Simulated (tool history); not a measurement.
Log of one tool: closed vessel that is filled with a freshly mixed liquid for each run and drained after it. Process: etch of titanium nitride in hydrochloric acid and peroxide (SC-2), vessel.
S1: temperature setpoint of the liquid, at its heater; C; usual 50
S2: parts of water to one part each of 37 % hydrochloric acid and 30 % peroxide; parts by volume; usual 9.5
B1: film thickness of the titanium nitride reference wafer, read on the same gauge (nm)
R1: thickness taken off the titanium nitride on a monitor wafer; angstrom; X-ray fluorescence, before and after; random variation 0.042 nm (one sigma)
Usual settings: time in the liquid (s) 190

Run 1, hour 0: usual settings; B1 59.99. Result: R1 58.1 angstrom.
Run 2, hour 15.4: usual settings; B1 59.99. Result: R1 58.1 angstrom.
Run 3, hour 32.9: usual settings; B1 59.99. Result: R1 57.4 angstrom.
Run 4, hour 41.2: usual settings; B1 59.98. Result: R1 58.7 angstrom.
Run 5, hour 59: usual settings but S1 46.5 C, S2 6.5 parts by volume; B1 59.99. Result: R1 61.6 angstrom.
At hour 61.3: gauge calibrated.
Run 6, hour 76.5: usual settings but S1 53.5 C; B1 60.02. Result: R1 72.4 angstrom.
Run 7, hour 89.7: usual settings but S1 53.5 C; B1 60.01. Result: R1 72.4 angstrom.
Run 8, hour 103.7: usual settings; B1 60.06. Result: R1 57.9 angstrom.
At hour 117.8: chemicals flow meter replaced.
Run 9, hour 144: usual settings; B1 60.02. Result: R1 58.1 angstrom.
Run 10, hour 150.8: usual settings; B1 59.99. Result: R1 57.7 angstrom.
Run 11, hour 157.7: usual settings; B1 60.03. Result: R1 57.7 angstrom.
Run 12, hour 171.4: usual settings but S2 6 parts by volume; B1 60.04. Result: R1 84.7 angstrom.
Run 13, hour 179.3: usual settings; B1 59.99. Result: R1 58.3 angstrom.
Run 14, hour 187.9: usual settings; B1 60.03. Result: R1 57.4 angstrom.
At hour 193.3: thermometer replaced.
At hour 195.6: new drum of peroxide connected.
Run 15, hour 200.6: usual settings but S1 42.5 C, S2 12 parts by volume; B1 59.97. Result: R1 31.3 angstrom.
Run 16, hour 217.5: usual settings but S2 12 parts by volume; B1 59.98. Result: R1 52.1 angstrom.
Run 17, hour 231.5: usual settings; B1 60.01. Result: R1 64 angstrom.
Run 18, hour 248.2: usual settings but S1 56 C, S2 8 parts by volume, time in the liquid (s) 150; B1 60. Result: R1 85.2 angstrom.
Run 19, hour 260.6: usual settings but S1 58 C, S2 13.5 parts by volume, time in the liquid (s) 285; B1 60. Result: R1 117.8 angstrom.
Run 20, hour 270.1: usual settings; B1 59.96. Result: R1 63.7 angstrom.
Run 21, hour 280: usual settings but time in the liquid (s) 225; B1 60. Result: R1 76.2 angstrom.
At hour 282.1: thermometer replaced, repeated, since the last time left the tool worse.
Run 22, hour 296.5: usual settings but S1 44 C; B1 60.06. Result: R1 34 angstrom.
Run 23, hour 303.9: usual settings but S1 55.5 C; B1 59.99. Result: R1 74.8 angstrom.
Run 24, hour 317: usual settings but S1 46.5 C; B1 59.96. Result: R1 40.5 angstrom.
Run 25, hour 323.9: usual settings but S1 46 C, S2 14.5 parts by volume, time in the liquid (s) 290; B1 60. Result: R1 42 angstrom.
Run 26, hour 338.7: usual settings but S1 58 C, S2 13.5 parts by volume, time in the liquid (s) 285; B1 59.97. Result: R1 97.4 angstrom.
Run 27, hour 351.3: usual settings but S1 40.5 C, S2 12 parts by volume, time in the liquid (s) 250; B1 60.02. Result: R1 29.5 angstrom.
Run 28, hour 366.2: usual settings but S1 58 C, time in the liquid (s) 230; B1 59.99. Result: R1 105.8 angstrom.
Run 29, hour 374.8: usual settings but S1 42.5 C, S2 12 parts by volume; B1 59.98. Result: R1 25.4 angstrom.
Run 30, hour 380.8: usual settings; B1 59.97. Result: R1 51.9 angstrom.

Forecast each of these 3 alternatives for the next run:
Run A, hour 381.5: usual settings; B1 ?. Result: R1 ?.
Run B, hour 381.5: usual settings but S2 11 parts by volume, time in the liquid (s) 225; B1 ?. Result: R1 ?.
Run C, hour 381.5: usual settings but S1 59.5 C, S2 7 parts by volume, time in the liquid (s) 125; B1 ?. Result: R1 ?.

run     B1    R1
  A  59.98  52.3
  B  59.98  54.7
  C  59.98  81.3
Without the tool's hidden state the same runs would have given:
run    R1
  A  51.8
  B  54.3
  C  80.6

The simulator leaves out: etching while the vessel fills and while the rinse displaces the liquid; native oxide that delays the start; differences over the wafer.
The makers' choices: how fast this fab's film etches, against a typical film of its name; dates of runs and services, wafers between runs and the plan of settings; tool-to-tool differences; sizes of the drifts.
